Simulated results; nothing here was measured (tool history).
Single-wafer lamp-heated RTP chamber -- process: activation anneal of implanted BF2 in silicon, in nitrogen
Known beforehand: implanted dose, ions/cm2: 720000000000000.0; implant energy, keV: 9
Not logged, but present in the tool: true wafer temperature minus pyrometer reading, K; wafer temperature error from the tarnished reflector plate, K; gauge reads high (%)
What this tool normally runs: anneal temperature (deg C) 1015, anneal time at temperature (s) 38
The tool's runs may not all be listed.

run,day,anneal temperature (deg C),anneal time at temperature (s),wafers since the last listed run,wafers since the last pyrometer calibration,wafers since the reflector plate was cleaned,hours since the gauge calibration,"read-back reference wafer on the same gauge, sheet resistance",sheet resistance of the implanted and annealed layer (ohm/square)
1,0,1015,38,0,9524,5978,3875.4,208.24,206.31
2,2.479,1015,38,929,10454,6907,3934.9,207.84,206.17
# day 5.188: pyrometer window cleaned and pyrometer calibrated
3,6.779,1015,38,1486,596,8394,4038.1,208.13,211.65
4,8.775,1007,38,748,1344,9142,4086,207.94,220.66
# day 12.342: reflector plate cleaned
5,12.362,1007,38,1219,2564,7,4172.1,207.93,217.92
6,16.433,1007,38,1525,4090,1533,4269.8,207.99,217.64
7,19.146,1031,38,1016,5106,2550,4334.9,208.06,191.97
# day 21.875: gauge calibrated
8,22.1,1031,38,1107,6214,3657,5.4,207.94,190.49
9,24.946,1015,38,1066,7280,4723,73.7,208.02,206.78
10,28.367,1015,38,1282,8562,6006,155.8,207.9,206.67
11,31.158,998,38,1046,9609,7052,222.8,208.14,226.46
12,33.588,1025,26,910,10519,7962,281.1,208.23,207.76
# day 34.829: pyrometer window cleaned and pyrometer calibrated
13,36.196,1038,19,852,512,8815,343.7,207.98,207.69
# day 37.304: reflector plate cleaned
14,39.471,993,32,1102,1614,811,422.3,208.17,243.3
15,43.704,1015,38,1586,3201,2398,523.9,207.99,207.89
16,45.862,1015,38,808,4010,3207,575.7,208.02,208.16
17,49.879,1000,18,1505,5515,4712,672.1,207.84,253.53
18,53.588,993,28,1389,6905,6102,761.1,207.99,243.92
19,57.15,990,49,1335,8240,7437,846.6,208.13,229.45
20,59.488,1004,28,876,9117,8313,902.7,208,228.91
21,62.15,1015,38,997,10115,9311,966.6,208.04,205.98
# day 63.008: pyrometer window cleaned and pyrometer calibrated
22,66.038,995,59,1332,1135,10644,1059.9,208.02,221.39
23,67.967,1015,46,723,1858,11367,1106.2,207.89,202.9
# day 68.5: reflector plate cleaned
24,69.712,1042,38,529,2387,453,1148.1,207.96,181.47
25,72.462,1015,38,1030,3418,1484,1214.1,208.18,207.96
26,78.321,1015,38,2195,5614,3680,1354.7,208.06,206.72
27,80.921,987,38,974,6588,4654,1417.1,207.86,241.84
28,83.708,1015,38,1044,7633,5699,1484,208.02,206.33
29,85.379,1015,26,626,8259,6325,1524.1,208,218.21
# day 89.017: pyrometer window cleaned and pyrometer calibrated
30,89.725,1015,38,1503,266,7829,1628.4,207.94,212.04
31,92.846,1034,50,1169,1435,8999,1703.3,207.94,181.9
# day 95.171: reflector plate cleaned
32,102.462,1042,38,3479,4915,2732,1934.1,208,180.15
33,105.329,998,38,1074,5989,3806,2002.9,208.15,226.21
34,107.812,1015,58,930,6920,4737,2062.5,208.11,193.28
35,110.546,1001,38,1024,7944,5761,2128.1,208.04,222.52

Predict each of these 5 candidate next runs independently; none follows another, all start after run 35:
A,110.562,1015,22,6,7951,5768,2128.5,?,?
B,110.562,986,51,6,7951,5768,2128.5,?,?
C,110.562,1015,60,6,7951,5768,2128.5,?,?
D,110.562,1035,26,6,7951,5768,2128.5,?,?
E,110.562,1039,38,6,7951,5768,2128.5,?,?

run,"read-back reference wafer on the same gauge, sheet resistance",sheet resistance of the implanted and annealed layer (ohm/square)
A,208,223.57
B,208,231.49
C,208,191.33
D,208,195.84
E,208,181.49
Take away the tool's hidden state, keep each run's random variation, and the runs would have read:
run,sheet resistance of the implanted and annealed layer (ohm/square)
A,230.66
B,240.15
C,197.7
D,201.99
E,186.78
